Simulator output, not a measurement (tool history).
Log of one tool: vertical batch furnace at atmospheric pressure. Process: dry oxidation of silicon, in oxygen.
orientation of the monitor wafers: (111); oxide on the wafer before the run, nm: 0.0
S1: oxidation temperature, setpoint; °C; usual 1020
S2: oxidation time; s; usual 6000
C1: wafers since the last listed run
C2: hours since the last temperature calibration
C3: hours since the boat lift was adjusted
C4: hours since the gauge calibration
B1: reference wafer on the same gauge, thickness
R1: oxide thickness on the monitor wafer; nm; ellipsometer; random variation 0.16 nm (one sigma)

run 1 hour=0.0 | S1=1020 S2=6000 | C1=0 C2=4204.2 C3=3140.4 C4=741.7 | B1=110.95 | R1=104.70
run 2 hour=75.5 | S1=1020 S2=6000 | C1=716 C2=4279.7 C3=3215.9 C4=817.2 | B1=111.08 | R1=104.65
run 3 hour=110.0 | S1=1020 S2=6000 | C1=327 C2=4314.2 C3=3250.4 C4=851.7 | B1=111.04 | R1=104.50
run 4 hour=122.5 | S1=1020 S2=6000 | C1=118 C2=4326.7 C3=3262.9 C4=864.2 | B1=110.94 | R1=104.39
run 5 hour=144.8 | S1=1020 S2=6000 | C1=211 C2=4349.0 C3=3285.2 C4=886.5 | B1=110.91 | R1=104.62
run 6 hour=165.8 | S1=1028 S2=6000 | C1=199 C2=4370.0 C3=3306.2 C4=907.5 | B1=111.00 | R1=110.59
run 7 hour=195.3 | S1=1028 S2=6000 | C1=279 C2=4399.5 C3=3335.7 C4=937.0 | B1=111.08 | R1=110.39
run 8 hour=208.0 | S1=1020 S2=6000 | C1=120 C2=4412.2 C3=3348.4 C4=949.7 | B1=111.00 | R1=104.62
run 9 hour=265.2 | S1=1020 S2=6000 | C1=542 C2=4469.4 C3=3405.6 C4=1006.9 | B1=110.97 | R1=104.58
run 10 hour=284.9 | S1=1020 S2=6000 | C1=186 C2=4489.1 C3=3425.3 C4=1026.6 | B1=111.01 | R1=104.55
-- hour=315.4 thermocouples replaced and temperature profile calibrated
run 11 hour=320.3 | S1=1020 S2=7590 | C1=108 C2=4.9 C3=3460.7 C4=1062.0 | B1=111.05 | R1=121.43
run 12 hour=345.2 | S1=1020 S2=7590 | C1=236 C2=29.8 C3=3485.6 C4=1086.9 | B1=110.98 | R1=121.19
-- hour=372.3 gauge calibrated
run 13 hour=373.3 | S1=1020 S2=4470 | C1=266 C2=57.9 C3=3513.7 C4=1.0 | B1=110.92 | R1=86.69
run 14 hour=405.8 | S1=1020 S2=4470 | C1=308 C2=90.4 C3=3546.2 C4=33.5 | B1=110.94 | R1=86.58
run 15 hour=434.2 | S1=1020 S2=6000 | C1=269 C2=118.8 C3=3574.6 C4=61.9 | B1=111.06 | R1=104.51
run 16 hour=446.9 | S1=1020 S2=3870 | C1=120 C2=131.5 C3=3587.3 C4=74.6 | B1=110.92 | R1=78.99
run 17 hour=462.2 | S1=1020 S2=6000 | C1=145 C2=146.8 C3=3602.6 C4=89.9 | B1=110.98 | R1=104.60
run 18 hour=476.7 | S1=1002 S2=3420 | C1=137 C2=161.3 C3=3617.1 C4=104.4 | B1=110.96 | R1=63.52
run 19 hour=498.1 | S1=1038 S2=4980 | C1=202 C2=182.7 C3=3638.5 C4=125.8 | B1=111.04 | R1=103.89
run 20 hour=525.5 | S1=1040 S2=7860 | C1=259 C2=210.1 C3=3665.9 C4=153.2 | B1=111.02 | R1=140.36
run 21 hour=549.2 | S1=1038 S2=7290 | C1=224 C2=233.8 C3=3689.6 C4=176.9 | B1=110.99 | R1=132.31
run 22 hour=580.9 | S1=1020 S2=4260 | C1=300 C2=265.5 C3=3721.3 C4=208.6 | B1=110.98 | R1=84.13
run 23 hour=609.8 | S1=1011 S2=7350 | C1=274 C2=294.4 C3=3750.2 C4=237.5 | B1=111.04 | R1=111.94
run 24 hour=635.7 | S1=1035 S2=6870 | C1=245 C2=320.3 C3=3776.1 C4=263.4 | B1=111.03 | R1=125.06
run 25 hour=657.1 | S1=1020 S2=6000 | C1=202 C2=341.7 C3=3797.5 C4=284.8 | B1=111.03 | R1=104.66
-- hour=714.2 boat lift adjusted
run 26 hour=714.7 | S1=1013 S2=8580 | C1=318 C2=399.3 C3=0.5 C4=342.4 | B1=111.00 | R1=128.32
run 27 hour=721.2 | S1=1000 S2=4710 | C1=61 C2=405.8 C3=7.0 C4=348.9 | B1=111.05 | R1=79.57
run 28 hour=741.6 | S1=1001 S2=3690 | C1=193 C2=426.2 C3=27.4 C4=369.3 | B1=110.89 | R1=68.20
run 29 hour=770.0 | S1=1020 S2=6000 | C1=269 C2=454.6 C3=55.8 C4=397.7 | B1=110.96 | R1=107.13
run 30 hour=794.7 | S1=1040 S2=7860 | C1=234 C2=479.3 C3=80.5 C4=422.4 | B1=110.98 | R1=142.62
run 31 hour=819.1 | S1=1027 S2=6750 | C1=231 C2=503.7 C3=104.9 C4=446.8 | B1=110.97 | R1=120.27
run 32 hour=839.2 | S1=1029 S2=5100 | C1=190 C2=523.8 C3=125.0 C4=466.9 | B1=110.99 | R1=102.55
run 33 hour=854.2 | S1=1020 S2=6000 | C1=142 C2=538.8 C3=140.0 C4=481.9 | B1=111.01 | R1=107.04
run 34 hour=885.7 | S1=1037 S2=7290 | C1=298 C2=570.3 C3=171.5 C4=513.4 | B1=111.07 | R1=134.01
run 35 hour=900.5 | S1=1032 S2=6000 | C1=140 C2=585.1 C3=186.3 C4=528.2 | B1=111.08 | R1=115.45

How the hidden state differs across the entries between the runs, from the last listed run before each to the first after it:
Between runs 10 and 11: thermocouples replaced and temperature profile calibrated (hour 315.4)
  no hidden state differs between the two runs
  measured less the result without the state, R1: -3.04 -> -3.46 nm
Between runs 12 and 13: gauge calibrated (hour 372.3)
  no hidden state differs between the two runs
  measured less the result without the state, R1: -3.45 -> -2.61 nm
Between runs 25 and 26: boat lift adjusted (hour 714.2)
  monitor wafer colder than the profiled boat position, K: 4.33 -> 0.324
  measured less the result without the state, R1: -3.09 -> -0.28 nm
